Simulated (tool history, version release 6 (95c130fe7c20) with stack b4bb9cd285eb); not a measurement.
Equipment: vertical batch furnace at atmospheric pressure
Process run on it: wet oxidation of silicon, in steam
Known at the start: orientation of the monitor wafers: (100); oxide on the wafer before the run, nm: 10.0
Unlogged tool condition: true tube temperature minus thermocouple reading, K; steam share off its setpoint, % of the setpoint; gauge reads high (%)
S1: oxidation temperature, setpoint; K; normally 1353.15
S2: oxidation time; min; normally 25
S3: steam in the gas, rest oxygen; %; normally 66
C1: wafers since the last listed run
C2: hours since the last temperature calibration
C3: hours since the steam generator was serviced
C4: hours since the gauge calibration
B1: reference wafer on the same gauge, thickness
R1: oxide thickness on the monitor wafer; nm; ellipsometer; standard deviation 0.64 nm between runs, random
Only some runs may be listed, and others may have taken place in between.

run,hour,S1,S2,S3,C1,C2,C3,C4,B1,R1
1,0,1353.15,25,66,0,1712.4,2513.2,454.9,373.31,316.54
2,98,1353.15,25,66,1591,1810.4,2611.2,552.9,372.89,317.39
3,187.4,1353.15,25,61,1451,1899.8,2700.6,642.3,373.03,302.27
4,244.4,1359.15,25,66,925,1956.8,2757.6,699.3,373.26,329.38
# hour 311.6: steam generator serviced
5,346.6,1353.15,25,66,1270,2059,35,801.5,372.94,319.12
6,393.8,1353.15,25,66,766,2106.2,82.2,848.7,373.17,318.45
7,459.8,1353.15,25,66,1071,2172.2,148.2,914.7,372.92,319.87

Expected results for the next run?
8,546.5,1353.15,37,66,1408,2258.9,234.9,1001.4,?,?

Run 8 measured B1 373.08, R1 406 nm.
The same run, on a tool lacking any hidden state, would have yielded R1 395.34 nm.
